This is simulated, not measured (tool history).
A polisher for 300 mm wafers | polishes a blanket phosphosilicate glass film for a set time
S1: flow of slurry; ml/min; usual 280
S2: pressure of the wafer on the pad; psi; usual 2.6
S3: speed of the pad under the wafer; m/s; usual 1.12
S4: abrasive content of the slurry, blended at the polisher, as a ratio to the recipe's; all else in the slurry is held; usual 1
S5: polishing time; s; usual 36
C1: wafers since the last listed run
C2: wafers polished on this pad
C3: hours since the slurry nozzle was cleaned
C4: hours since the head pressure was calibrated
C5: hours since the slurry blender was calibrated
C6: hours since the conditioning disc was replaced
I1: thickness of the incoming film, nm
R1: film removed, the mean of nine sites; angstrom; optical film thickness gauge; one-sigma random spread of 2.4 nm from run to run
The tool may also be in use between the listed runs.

{"run": 1, "hour": 0.0, "S1": 280, "S2": 2.6, "S3": 1.12, "S4": 1, "S5": 36, "C1": 0, "C2": 3674, "C3": 79.9, "C4": 378.3, "C5": 311.1, "C6": 143.7, "I1": 2612.7, "R1": 2450}
{"hour": 7.2, "done": "worn pad replaced by a new one"}
{"run": 2, "hour": 47.6, "S1": 280, "S2": 2.6, "S3": 1.12, "S4": 1, "S5": 36, "C1": 372, "C2": 345, "C3": 127.5, "C4": 425.9, "C5": 358.7, "C6": 191.3, "I1": 2554.4, "R1": 2430}
{"hour": 68.6, "done": "slurry blender recalibrated"}
{"run": 3, "hour": 102.8, "S1": 280, "S2": 2.6, "S3": 1.12, "S4": 1, "S5": 39, "C1": 454, "C2": 799, "C3": 182.7, "C4": 481.1, "C5": 34.2, "C6": 246.5, "I1": 2553, "R1": 2720}
{"run": 4, "hour": 144.7, "S1": 280, "S2": 2.6, "S3": 1.12, "S4": 1, "S5": 39, "C1": 358, "C2": 1157, "C3": 224.6, "C4": 523, "C5": 76.1, "C6": 288.4, "I1": 2539.3, "R1": 2678}
{"run": 5, "hour": 185.9, "S1": 280, "S2": 2.6, "S3": 1.12, "S4": 1, "S5": 36, "C1": 352, "C2": 1510, "C3": 265.8, "C4": 564.2, "C5": 117.3, "C6": 329.6, "I1": 2560.4, "R1": 2443}
{"run": 6, "hour": 224.8, "S1": 280, "S2": 2.6, "S3": 1.12, "S4": 1, "S5": 36, "C1": 332, "C2": 1842, "C3": 304.7, "C4": 603.1, "C5": 156.2, "C6": 368.5, "I1": 2574.8, "R1": 2494}
{"run": 7, "hour": 250.9, "S1": 215, "S2": 1.8, "S3": 1.46, "S4": 1, "S5": 31, "C1": 223, "C2": 2065, "C3": 330.8, "C4": 629.2, "C5": 182.3, "C6": 394.6, "I1": 2592.4, "R1": 1650}
{"hour": 264.3, "done": "slurry nozzle cleaned"}
{"run": 8, "hour": 284.1, "S1": 280, "S2": 2.6, "S3": 1.12, "S4": 1.15, "S5": 36, "C1": 275, "C2": 2340, "C3": 19.8, "C4": 662.4, "C5": 215.5, "C6": 427.8, "I1": 2588.2, "R1": 2711}
{"hour": 292.3, "done": "conditioning disc replaced and pad reconditioned"}
{"hour": 292.7, "done": "head pressure recalibrated"}
{"hour": 350.8, "done": "worn pad replaced by a new one"}
{"run": 9, "hour": 449.5, "S1": 280, "S2": 2.6, "S3": 1.12, "S4": 1, "S5": 36, "C1": 1358, "C2": 843, "C3": 185.2, "C4": 156.8, "C5": 380.9, "C6": 157.2, "I1": 2552.4, "R1": 2414}
{"hour": 507.9, "done": "slurry blender recalibrated"}
{"run": 10, "hour": 510.9, "S1": 240, "S2": 1.9, "S3": 1.12, "S4": 1.3, "S5": 44, "C1": 507, "C2": 1351, "C3": 246.6, "C4": 218.2, "C5": 3, "C6": 218.6, "I1": 2556.1, "R1": 2637}
{"run": 11, "hour": 630.3, "S1": 280, "S2": 2.6, "S3": 1.12, "S4": 1, "S5": 36, "C1": 1020, "C2": 2372, "C3": 366, "C4": 337.6, "C5": 122.4, "C6": 338, "I1": 2595.6, "R1": 2493}
{"run": 12, "hour": 699.0, "S1": 280, "S2": 2.6, "S3": 1.28, "S4": 1, "S5": 36, "C1": 587, "C2": 2959, "C3": 434.7, "C4": 406.3, "C5": 191.1, "C6": 406.7, "I1": 2556.8, "R1": 2666}
{"hour": 701.6, "done": "slurry nozzle cleaned"}
{"hour": 705.0, "done": "conditioning disc replaced and pad reconditioned"}
{"run": 13, "hour": 737.6, "S1": 280, "S2": 2.6, "S3": 1.12, "S4": 1, "S5": 36, "C1": 304, "C2": 3263, "C3": 36, "C4": 444.9, "C5": 229.7, "C6": 32.6, "I1": 2508.7, "R1": 2469}
{"hour": 768.5, "done": "worn pad replaced by a new one"}
{"run": 14, "hour": 804.1, "S1": 310, "S2": 2.6, "S3": 1.12, "S4": 1.15, "S5": 36, "C1": 534, "C2": 304, "C3": 102.5, "C4": 511.4, "C5": 296.2, "C6": 99.1, "I1": 2568.3, "R1": 2723}
{"run": 15, "hour": 829.8, "S1": 205, "S2": 2.1, "S3": 1.12, "S4": 1, "S5": 36, "C1": 219, "C2": 523, "C3": 128.2, "C4": 537.1, "C5": 321.9, "C6": 124.8, "I1": 2603.3, "R1": 1849}
{"run": 16, "hour": 868.5, "S1": 280, "S2": 2.6, "S3": 1.12, "S4": 1, "S5": 36, "C1": 330, "C2": 854, "C3": 166.9, "C4": 575.8, "C5": 360.6, "C6": 163.5, "I1": 2570.9, "R1": 2383}
{"run": 17, "hour": 936.5, "S1": 220, "S2": 2.6, "S3": 1.12, "S4": 1, "S5": 43, "C1": 581, "C2": 1435, "C3": 234.9, "C4": 643.8, "C5": 428.6, "C6": 231.5, "I1": 2578.6, "R1": 2779}
{"hour": 943.7, "done": "head pressure recalibrated"}
{"hour": 953.5, "done": "slurry blender recalibrated"}
{"run": 18, "hour": 995.9, "S1": 330, "S2": 3, "S3": 1.12, "S4": 1, "S5": 36, "C1": 473, "C2": 1909, "C3": 294.3, "C4": 52.2, "C5": 42.4, "C6": 290.9, "I1": 2567.3, "R1": 2953}
{"run": 19, "hour": 1057.0, "S1": 280, "S2": 2, "S3": 0.94, "S4": 1, "S5": 36, "C1": 522, "C2": 2431, "C3": 355.4, "C4": 113.3, "C5": 103.5, "C6": 352, "I1": 2578.5, "R1": 1785}
{"hour": 1065.9, "done": "slurry nozzle cleaned"}
{"hour": 1102.9, "done": "conditioning disc replaced and pad reconditioned"}
{"hour": 1129.5, "done": "worn pad replaced by a new one"}
{"run": 20, "hour": 1210.9, "S1": 305, "S2": 2.1, "S3": 1.12, "S4": 1, "S5": 28, "C1": 1255, "C2": 695, "C3": 145, "C4": 267.2, "C5": 257.4, "C6": 108, "I1": 2596.6, "R1": 1558}
{"run": 21, "hour": 1237.9, "S1": 280, "S2": 2.6, "S3": 1.12, "S4": 1, "S5": 36, "C1": 230, "C2": 926, "C3": 172, "C4": 294.2, "C5": 284.4, "C6": 135, "I1": 2564.5, "R1": 2470}
{"run": 22, "hour": 1270.7, "S1": 205, "S2": 2.6, "S3": 0.74, "S4": 1, "S5": 36, "C1": 280, "C2": 1206, "C3": 204.8, "C4": 327, "C5": 317.2, "C6": 167.8, "I1": 2559.4, "R1": 1935}
{"run": 23, "hour": 1324.9, "S1": 280, "S2": 2.6, "S3": 1.12, "S4": 1, "S5": 36, "C1": 463, "C2": 1670, "C3": 259, "C4": 381.2, "C5": 371.4, "C6": 222, "I1": 2579.6, "R1": 2414}
{"run": 24, "hour": 1356.3, "S1": 210, "S2": 2.6, "S3": 1.12, "S4": 1.1, "S5": 36, "C1": 268, "C2": 1938, "C3": 290.4, "C4": 412.6, "C5": 402.8, "C6": 253.4, "I1": 2555.7, "R1": 2486}

Some steps in R1, run to run, broken into two amounts with sign: the step expected even without the hidden condition (settings, incoming material, random variation), and the rest, left for the hidden condition together with whatever gauge scatter is not in both the measured and the hidden-condition-free result:
What the log doesn't record here: removal rate lost through wear of the pad, %; slurry flow missing at the pad, %; deviation of the head's pressure from its setpoint, %; abrasive missing from the slurry, %; time polished since the conditioner stopped cutting, s.
Run 7 -> 8: S1 215 -> 280, S2 1.8 -> 2.6, S3 1.46 -> 1.12, S4 1 -> 1.15, S5 31 -> 36, slurry nozzle cleaned. R1 +1061 angstrom: hidden state -28, all else +1089.
Run 9 -> 10: S1 280 -> 240, S2 2.6 -> 1.9, S4 1 -> 1.3, S5 36 -> 44, slurry blender recalibrated. R1 +223 angstrom: hidden state +118, all else +105.
Run 17 -> 18: S1 220 -> 330, S2 2.6 -> 3, S5 43 -> 36, head pressure recalibrated, slurry blender recalibrated. R1 +174 angstrom: hidden state +142, all else +32.
Run 18 -> 19: S1 330 -> 280, S2 3 -> 2, S3 1.12 -> 0.94. R1 -1168 angstrom: hidden state -7, all else -1161.
